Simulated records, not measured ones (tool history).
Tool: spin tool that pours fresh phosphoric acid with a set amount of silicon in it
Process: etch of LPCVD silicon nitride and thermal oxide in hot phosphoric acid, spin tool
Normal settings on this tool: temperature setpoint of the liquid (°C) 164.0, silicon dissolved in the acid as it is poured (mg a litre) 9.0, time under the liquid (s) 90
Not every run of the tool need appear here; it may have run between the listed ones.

run	hour	temperature setpoint of the liquid (°C)	silicon dissolved in the acid as it is poured (mg a litre)	time under the liquid (s)	read-back film thickness of the LPCVD silicon nitride reference wafer, read on the same gauge (nm)	read-back film thickness of the thermal oxide reference wafer, read on the same gauge (nm)	thickness taken off the LPCVD silicon nitride on a monitor wafer (nm)	thickness taken off the thermal oxide on a monitor wafer (nm)
1	0.0	164.0	5.0	75	150.01	99.981	8.32	0.229
2	32.7	164.0	5.0	75	149.97	100.012	8.31	0.222
3	61.1	164.0	9.0	90	150.00	99.985	9.95	0.251
4	107.7	164.0	5.5	90	149.98	100.024	10.09	0.258
# hour 118.5: gauge calibrated
5	162.3	164.0	5.5	90	149.97	100.032	9.87	0.287
6	213.2	164.0	9.0	90	150.02	100.001	10.10	0.229
7	244.3	164.0	9.0	90	149.97	100.013	10.03	0.256
8	307.7	164.0	9.0	90	149.98	100.007	10.05	0.228
9	428.1	164.0	9.0	90	150.01	100.031	10.06	0.245
# hour 450.6: dissolved silicon flow meter replaced
10	488.3	164.0	9.0	90	150.05	99.978	10.04	0.237
11	517.4	164.0	5.5	90	149.98	100.021	10.06	0.235
12	546.7	164.0	2.5	90	149.98	99.997	10.06	0.318
13	585.8	164.0	5.5	90	149.98	99.951	9.97	0.239
14	635.6	166.5	4.5	125	150.01	100.002	15.04	0.398
# hour 673.1: thermometer replaced
# hour 677.0: heated supply line repaired
15	685.4	164.0	11.0	90	149.97	99.996	10.43	0.238
16	730.2	165.5	4.5	70	150.03	99.998	8.53	0.261
# hour 739.3: gauge calibrated
17	765.5	164.0	9.0	90	150.06	99.999	10.47	0.243
18	822.1	164.0	9.0	90	149.99	100.012	10.45	0.277
19	869.5	164.0	5.5	70	150.00	100.007	8.19	0.205
20	928.4	165.5	4.5	140	150.00	100.048	16.85	0.544

What if the next run were any one of these 4? Each begins from the tool's condition after run 20:
A	928.8	166.0	9.0	90	?	?	?	?
B	928.8	166.0	9.0	45	?	?	?	?
C	928.8	166.5	9.0	65	?	?	?	?
D	928.8	166.0	13.5	90	?	?	?	?

run	read-back film thickness of the LPCVD silicon nitride reference wafer, read on the same gauge (nm)	read-back film thickness of the thermal oxide reference wafer, read on the same gauge (nm)	thickness taken off the LPCVD silicon nitride on a monitor wafer (nm)	thickness taken off the thermal oxide on a monitor wafer (nm)
A	150.03	100.007	11.08	0.325
B	150.03	100.007	5.54	0.162
C	150.03	100.007	8.13	0.243
D	150.03	100.007	11.08	0.293
Had the tool no hidden state, the same runs would have come out as:
run	thickness taken off the LPCVD silicon nitride on a monitor wafer (nm)	thickness taken off the thermal oxide on a monitor wafer (nm)
A	11.20	0.332
B	5.60	0.166
C	8.22	0.249
D	11.20	0.300
